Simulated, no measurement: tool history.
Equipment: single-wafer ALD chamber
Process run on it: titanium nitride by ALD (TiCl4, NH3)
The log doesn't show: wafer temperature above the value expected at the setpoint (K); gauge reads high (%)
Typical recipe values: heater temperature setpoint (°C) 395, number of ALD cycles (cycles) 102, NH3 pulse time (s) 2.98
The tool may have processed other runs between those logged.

run    hour  heater temperature setpoint (°C)  number of ALD cycles (cycles)  NH3 pulse time (s)  wafers since the last listed run  hours since the last thermocouple change  hours since the showerhead was replaced  hours since the gauge calibration  read-back reference wafer on the same gauge, thickness_nm  mean film thickness on the monitor wafer (nm)
  1     0.0                               395                             94                2.98                                 0                                    1354.3                                   5345.2                              583.9                                                      2.078                                          1.891
       20.5  -- thermocouple changed; heater temperature recalibrated
  2    85.9                               395                             94                2.98                               210                                      65.4                                   5431.1                              669.8                                                      2.079                                          1.874
  3   123.5                               395                             94                2.98                               101                                     103.0                                   5468.7                              707.4                                                      2.083                                          1.886
  4   228.4                               395                            102                2.98                               282                                     207.9                                   5573.6                              812.3                                                      2.079                                          2.035
  5   302.1                               395                            102                2.98                               198                                     281.6                                   5647.3                              886.0                                                      2.079                                          2.025
  6   392.5                               395                            102                2.98                               243                                     372.0                                   5737.7                              976.4                                                      2.078                                          2.052
  7   441.5                               395                            102                2.98                               132                                     421.0                                   5786.7                             1025.4                                                      2.079                                          2.059
  8   530.6                               403                            102                2.98                               240                                     510.1                                   5875.8                             1114.5                                                      2.081                                          2.058
  9   632.5                               403                            102                2.98                               274                                     612.0                                   5977.7                             1216.4                                                      2.084                                          2.069
 10   670.8                               395                            117                2.98                               103                                     650.3                                   6016.0                             1254.7                                                      2.078                                          2.349
 11   771.8                               395                            114                2.98                               272                                     751.3                                   6117.0                             1355.7                                                      2.082                                          2.287
 12   866.5                               395                             91                3.50                               255                                     846.0                                   6211.7                             1450.4                                                      2.077                                          1.814
 13   946.5                               395                            102                2.68                               215                                     926.0                                   6291.7                             1530.4                                                      2.079                                          2.028
 14  1029.7                               388                            108                2.49                               224                                    1009.2                                   6374.9                             1613.6                                                      2.080                                          2.144
     1075.0  -- thermocouple changed; heater temperature recalibrated
 15  1110.2                               395                            102                2.98                               195                                      35.2                                   6455.4                             1694.1                                                      2.078                                          2.040
 16  1178.1                               395                            102                3.94                               183                                     103.1                                   6523.3                             1762.0                                                      2.080                                          2.059
     1214.2  -- gauge calibrated
 17  1226.1                               391                             85                2.35                               129                                     151.1                                   6571.3                               11.9                                                      2.079                                          1.674
     1322.0  -- showerhead replaced
 18  1327.1                               386                            116                3.79                               250                                     252.1                                      5.1                              112.9                                                      2.081                                          2.345
 19  1383.4                               403                            102                2.24                               151                                     308.4                                     61.4                              169.2                                                      2.083                                          2.028
 20  1432.6                               395                            110                2.98                               132                                     357.6                                    110.6                              218.4                                                      2.081                                          2.218
 21  1469.4                               395                            110                2.98                                99                                     394.4                                    147.4                              255.2                                                      2.082                                          2.189
 22  1540.5                               385                             89                3.79                               191                                     465.5                                    218.5                              326.3                                                      2.080                                          1.776
 23  1647.7                               395                            102                2.98                               289                                     572.7                                    325.7                              433.5                                                      2.080                                          2.026
 24  1790.8                               395                            102                2.98                               385                                     715.8                                    468.8                              576.6                                                      2.081                                          2.065
 25  1861.0                               395                            111                2.98                               189                                     786.0                                    539.0                              646.8                                                      2.081                                          2.214

Predict each of these 4 candidate next runs independently; none follows another, all start after run 25:
  A  1861.7                               395                            102                2.98                                 1                                     786.7                                    539.7                              647.5                                                          ?                                              ?
  B  1861.7                               395                            102                2.38                                 1                                     786.7                                    539.7                              647.5                                                          ?                                              ?
  C  1861.7                               395                             84                2.98                                 1                                     786.7                                    539.7                              647.5                                                          ?                                              ?
  D  1861.7                               386                            102                2.68                                 1                                     786.7                                    539.7                              647.5                                                          ?                                              ?

run  read-back reference wafer on the same gauge, thickness_nm  mean film thickness on the monitor wafer (nm)
  A                                                      2.081                                          2.035
  B                                                      2.081                                          2.022
  C                                                      2.081                                          1.676
  D                                                      2.081                                          2.018
With no hidden state in the tool, these same runs would have given:
run  mean film thickness on the monitor wafer (nm)
  A                                          2.035
  B                                          2.022
  C                                          1.676
  D                                          2.018
